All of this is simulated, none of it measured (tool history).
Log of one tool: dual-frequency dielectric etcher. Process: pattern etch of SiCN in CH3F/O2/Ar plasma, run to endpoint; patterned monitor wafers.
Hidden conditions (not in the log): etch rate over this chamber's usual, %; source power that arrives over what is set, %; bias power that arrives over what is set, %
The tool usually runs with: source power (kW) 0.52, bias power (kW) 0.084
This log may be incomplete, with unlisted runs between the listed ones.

| run | hour | source power (kW) | bias power (kW) | wafers since the last listed run | hours since the last wet clean | hours since the last source power generator calibration | hours since the last bias power generator calibration | hours since the last upper electrode change | incoming incoming film thickness, nm | endpoint time (s) |
|---|---|---|---|---|---|---|---|---|---|---|
| 1 | 0 | 0.52 | 0.084 | 0 | 383.6 | 3145.6 | 4368 | 3687.2 | 6.74 | 15.1 |
| 2 | 12.7 | 0.45 | 0.068 | 106 | 396.3 | 3158.3 | 4380.7 | 3699.9 | 6.81 | 17.5 |
| 3 | 28.9 | 0.45 | 0.068 | 135 | 412.5 | 3174.5 | 4396.9 | 3716.1 | 6.85 | 17.7 |
| 4 | 48.6 | 0.46 | 0.071 | 165 | 432.2 | 3194.2 | 4416.6 | 3735.8 | 6.75 | 17 |
| 5 | 98.7 | 0.46 | 0.071 | 419 | 482.3 | 3244.3 | 4466.7 | 3785.9 | 6.81 | 17.1 |
| 6 | 122 | 0.46 | 0.071 | 195 | 505.6 | 3267.6 | 4490 | 3809.2 | 6.8 | 17.3 |
| 7 | 153.6 | 0.52 | 0.084 | 264 | 537.2 | 3299.2 | 4521.6 | 3840.8 | 6.73 | 15.2 |
| 8 | 188.4 | 0.52 | 0.084 | 291 | 572 | 3334 | 4556.4 | 3875.6 | 6.79 | 15.3 |
| 9 | 207.4 | 0.59 | 0.066 | 159 | 591 | 3353 | 4575.4 | 3894.6 | 6.72 | 15.9 |

Predict the results of run 10:
|  | 238.8 | source power generator calibrated |
| 10 | 261.2 | 0.52 | 0.084 | 417 | 644.8 | 22.4 | 4629.2 | 3948.4 | 6.75 | ? |

For run 10 the tool returned endpoint time (s) 15.5.
If the tool had no hidden condition, the same run with the same run-to-run variation would have returned endpoint time (s) 14.9.
